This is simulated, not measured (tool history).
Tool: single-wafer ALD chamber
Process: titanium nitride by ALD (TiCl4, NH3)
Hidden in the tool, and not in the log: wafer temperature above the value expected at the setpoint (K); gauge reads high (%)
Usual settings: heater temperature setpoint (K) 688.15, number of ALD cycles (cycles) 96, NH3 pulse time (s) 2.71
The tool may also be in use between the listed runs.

| run | hour | heater temperature setpoint (K) | number of ALD cycles (cycles) | NH3 pulse time (s) | wafers since the last listed run | hours since the last thermocouple change | hours since the showerhead was replaced | hours since the gauge calibration | read-back reference wafer on the same gauge, thickness_nm | mean film thickness on the monitor wafer (Å) |
|---|---|---|---|---|---|---|---|---|---|---|
| 1 | 0 | 688.15 | 96 | 2.71 | 0 | 1037.8 | 2665.9 | 229.9 | 2.756 | 24.86 |
| 2 | 14.3 | 688.15 | 96 | 2.71 | 25 | 1052.1 | 2680.2 | 244.2 | 2.756 | 24.82 |
| 3 | 22.1 | 698.15 | 96 | 2.71 | 13 | 1059.9 | 2688 | 252 | 2.76 | 24.87 |
| 4 | 31.6 | 688.15 | 96 | 3.01 | 17 | 1069.4 | 2697.5 | 261.5 | 2.76 | 25.02 |
| 5 | 40 | 688.15 | 96 | 3.01 | 15 | 1077.8 | 2705.9 | 269.9 | 2.765 | 24.96 |
| 6 | 49.7 | 688.15 | 96 | 3.01 | 17 | 1087.5 | 2715.6 | 279.6 | 2.762 | 24.91 |
| 7 | 56.5 | 688.15 | 96 | 2.71 | 12 | 1094.3 | 2722.4 | 286.4 | 2.763 | 25 |
| 8 | 68.9 | 688.15 | 96 | 2.71 | 22 | 1106.7 | 2734.8 | 298.8 | 2.764 | 24.87 |
| 9 | 82.7 | 688.15 | 96 | 2.71 | 24 | 1120.5 | 2748.6 | 312.6 | 2.767 | 25.01 |
| 10 | 94.6 | 688.15 | 96 | 2.71 | 21 | 1132.4 | 2760.5 | 324.5 | 2.77 | 24.97 |
| 11 | 106.1 | 688.15 | 96 | 2.71 | 20 | 1143.9 | 2772 | 336 | 2.77 | 25.03 |
|  | 126.2 | thermocouple changed; heater temperature recalibrated |
| 12 | 126.7 | 688.15 | 96 | 2.71 | 22 | 0.5 | 2792.6 | 356.6 | 2.774 | 25.01 |
| 13 | 131.3 | 688.15 | 96 | 2.71 | 8 | 5.1 | 2797.2 | 361.2 | 2.774 | 25.07 |
| 14 | 146.8 | 688.15 | 96 | 2.71 | 27 | 20.6 | 2812.7 | 376.7 | 2.775 | 25.05 |
| 15 | 161.8 | 688.15 | 102 | 2.71 | 26 | 35.6 | 2827.7 | 391.7 | 2.778 | 26.71 |
| 16 | 171.3 | 688.15 | 102 | 2.71 | 17 | 45.1 | 2837.2 | 401.2 | 2.78 | 26.66 |
| 17 | 188.6 | 688.15 | 102 | 2.71 | 30 | 62.4 | 2854.5 | 418.5 | 2.783 | 26.6 |
|  | 197.1 | showerhead replaced |
|  | 199.7 | gauge calibrated |
| 18 | 205.1 | 688.15 | 81 | 2.71 | 15 | 78.9 | 8 | 5.4 | 2.741 | 20.92 |
| 19 | 217.4 | 694.15 | 84 | 2.71 | 22 | 91.2 | 20.3 | 17.7 | 2.741 | 21.63 |
| 20 | 227 | 675.15 | 80 | 1.73 | 17 | 100.8 | 29.9 | 27.3 | 2.742 | 20.06 |
| 21 | 234 | 676.15 | 96 | 2.71 | 12 | 107.8 | 36.9 | 34.3 | 2.745 | 24.65 |
| 22 | 247.9 | 677.15 | 86 | 2.71 | 24 | 121.7 | 50.8 | 48.2 | 2.743 | 22.13 |
| 23 | 254.7 | 694.15 | 83 | 3.42 | 12 | 128.5 | 57.6 | 55 | 2.741 | 21.53 |
| 24 | 265.1 | 688.15 | 96 | 2.71 | 18 | 138.9 | 68 | 65.4 | 2.743 | 24.75 |
| 25 | 275.5 | 688.15 | 96 | 3.33 | 18 | 149.3 | 78.4 | 75.8 | 2.742 | 24.9 |
| 26 | 290.3 | 688.15 | 96 | 2.71 | 26 | 164.1 | 93.2 | 90.6 | 2.745 | 24.75 |
| 27 | 297.3 | 678.15 | 102 | 2.31 | 12 | 171.1 | 100.2 | 97.6 | 2.743 | 26.17 |
| 28 | 341 | 682.15 | 96 | 2.71 | 78 | 214.8 | 143.9 | 141.3 | 2.747 | 24.83 |
| 29 | 347.7 | 673.15 | 79 | 2.71 | 11 | 221.5 | 150.6 | 148 | 2.745 | 20.36 |
| 30 | 360.9 | 684.15 | 96 | 1.66 | 23 | 234.7 | 163.8 | 161.2 | 2.748 | 24.03 |
| 31 | 368.9 | 688.15 | 96 | 2.71 | 14 | 242.7 | 171.8 | 169.2 | 2.749 | 24.78 |
| 32 | 386.9 | 703.15 | 96 | 2.71 | 32 | 260.7 | 189.8 | 187.2 | 2.751 | 24.71 |
| 33 | 393.1 | 694.15 | 96 | 3.12 | 11 | 266.9 | 196 | 193.4 | 2.75 | 24.96 |
| 34 | 410.3 | 674.15 | 86 | 1.82 | 30 | 284.1 | 213.2 | 210.6 | 2.751 | 21.64 |

What the log doesn't show, run by run:
wafer temperature above the value expected at the setpoint (K): 0 in every run
H1: gauge reads high (%)
| run | H1 |
|---|---|
| 1 | 0.599 |
| 2 | 0.655 |
| 3 | 0.688 |
| 4 | 0.729 |
| 5 | 0.766 |
| 6 | 0.811 |
| 7 | 0.843 |
| 8 | 0.904 |
| 9 | 0.975 |
| 10 | 1.04 |
| 11 | 1.1 |
| 12 | 1.22 |
| 13 | 1.25 |
| 14 | 1.34 |
| 15 | 1.44 |
| 16 | 1.5 |
| 17 | 1.62 |
| 18 | 0.0474 |
| 19 | 0.0498 |
| 20 | 0.0534 |
| 21 | 0.057 |
| 22 | 0.0666 |
| 23 | 0.0725 |
| 24 | 0.083 |
| 25 | 0.0953 |
| 26 | 0.116 |
| 27 | 0.127 |
| 28 | 0.215 |
| 29 | 0.231 |
| 30 | 0.265 |
| 31 | 0.287 |
| 32 | 0.341 |
| 33 | 0.361 |
| 34 | 0.419 |

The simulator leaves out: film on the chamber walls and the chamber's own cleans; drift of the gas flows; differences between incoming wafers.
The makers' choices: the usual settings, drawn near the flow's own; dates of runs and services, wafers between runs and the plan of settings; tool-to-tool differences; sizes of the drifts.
